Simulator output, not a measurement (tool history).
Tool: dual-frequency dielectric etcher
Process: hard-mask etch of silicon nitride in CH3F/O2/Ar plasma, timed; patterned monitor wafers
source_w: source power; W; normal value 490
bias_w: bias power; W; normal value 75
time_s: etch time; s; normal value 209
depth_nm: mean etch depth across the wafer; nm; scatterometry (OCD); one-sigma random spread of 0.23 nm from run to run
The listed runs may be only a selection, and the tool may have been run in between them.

| run | hour | source_w | bias_w | time_s | wafers since the last listed run | hours since the last wet clean | hours since the last source power generator calibration | hours since the last bias power generator calibration | hours since the last upper electrode change | hours since the gauge calibration | read-back reference wafer on the same gauge, depth_nm | depth_nm |
|---|---|---|---|---|---|---|---|---|---|---|---|---|
| 1 | 0 | 490 | 75 | 167 | 0 | 374.9 | 3172.9 | 3838.1 | 3272.3 | 207.7 | 163.1 | 129.3 |
| 2 | 9.2 | 490 | 75 | 209 | 45 | 384.1 | 3182.1 | 3847.3 | 3281.5 | 216.9 | 162.8 | 161.9 |
| 3 | 16.8 | 490 | 75 | 209 | 37 | 391.7 | 3189.7 | 3854.9 | 3289.1 | 224.5 | 162.9 | 162.3 |
| 4 | 32 | 490 | 75 | 209 | 74 | 406.9 | 3204.9 | 3870.1 | 3304.3 | 239.7 | 163 | 162.5 |
| 5 | 53.9 | 490 | 75 | 209 | 107 | 428.8 | 3226.8 | 3892 | 3326.2 | 261.6 | 163.1 | 162.3 |
| 6 | 67.8 | 490 | 75 | 209 | 68 | 442.7 | 3240.7 | 3905.9 | 3340.1 | 275.5 | 163.1 | 163 |
|  | 71.9 | gauge calibrated |
| 7 | 80.7 | 490 | 75 | 209 | 63 | 455.6 | 3253.6 | 3918.8 | 3353 | 8.8 | 163 | 163.3 |
|  | 86.5 | bias power generator calibrated |
|  | 91.6 | source power generator calibrated |
|  | 119.6 | upper electrode replaced |
| 8 | 120.1 | 490 | 75 | 209 | 36 | 495 | 28.5 | 33.6 | 0.5 | 48.2 | 162.9 | 163.9 |
| 9 | 120.5 | 400 | 75 | 209 | 1 | 495.4 | 28.9 | 34 | 0.9 | 48.6 | 163 | 143.3 |
|  | 144.5 | wet clean of the chamber |
| 10 | 145 | 380 | 85 | 209 | 2 | 0.5 | 53.4 | 58.5 | 25.4 | 73.1 | 163 | 136.8 |
| 11 | 145.4 | 420 | 75 | 209 | 1 | 0.9 | 53.8 | 58.9 | 25.8 | 73.5 | 163 | 140.4 |
| 12 | 151.9 | 490 | 75 | 209 | 32 | 7.4 | 60.3 | 65.4 | 32.3 | 80 | 163 | 155.3 |
| 13 | 160.2 | 390 | 69 | 265 | 40 | 15.7 | 68.6 | 73.7 | 40.6 | 88.3 | 162.9 | 165 |
| 14 | 169.8 | 490 | 75 | 209 | 47 | 25.3 | 78.2 | 83.3 | 50.2 | 97.9 | 163.1 | 155 |
| 15 | 198.2 | 440 | 63 | 250.5 | 139 | 53.7 | 106.6 | 111.7 | 78.6 | 126.3 | 163 | 164.4 |
| 16 | 212 | 490 | 75 | 209 | 68 | 67.5 | 120.4 | 125.5 | 92.4 | 140.1 | 162.9 | 156.4 |
| 17 | 218 | 490 | 60 | 209 | 29 | 73.5 | 126.4 | 131.5 | 98.4 | 146.1 | 163 | 145 |

Branching from run 17: 4 alternative next runs. What would each branch give?
| A | 218.5 | 490 | 75 | 209 | 2 | 74 | 126.9 | 132 | 98.9 | 146.6 | ? | ? |
| B | 218.5 | 490 | 75 | 253 | 2 | 74 | 126.9 | 132 | 98.9 | 146.6 | ? | ? |
| C | 218.5 | 610 | 75 | 191.5 | 2 | 74 | 126.9 | 132 | 98.9 | 146.6 | ? | ? |
| D | 218.5 | 410 | 83 | 209 | 2 | 74 | 126.9 | 132 | 98.9 | 146.6 | ? | ? |

| run | read-back reference wafer on the same gauge, depth_nm | depth_nm |
|---|---|---|
| A | 162.9 | 155.9 |
| B | 162.9 | 188.8 |
| C | 162.9 | 162.1 |
| D | 162.9 | 144 |
Without the tool's unlogged condition, the same runs would have read:
| run | depth_nm |
|---|---|
| A | 155.8 |
| B | 188.6 |
| C | 162 |
| D | 143.9 |
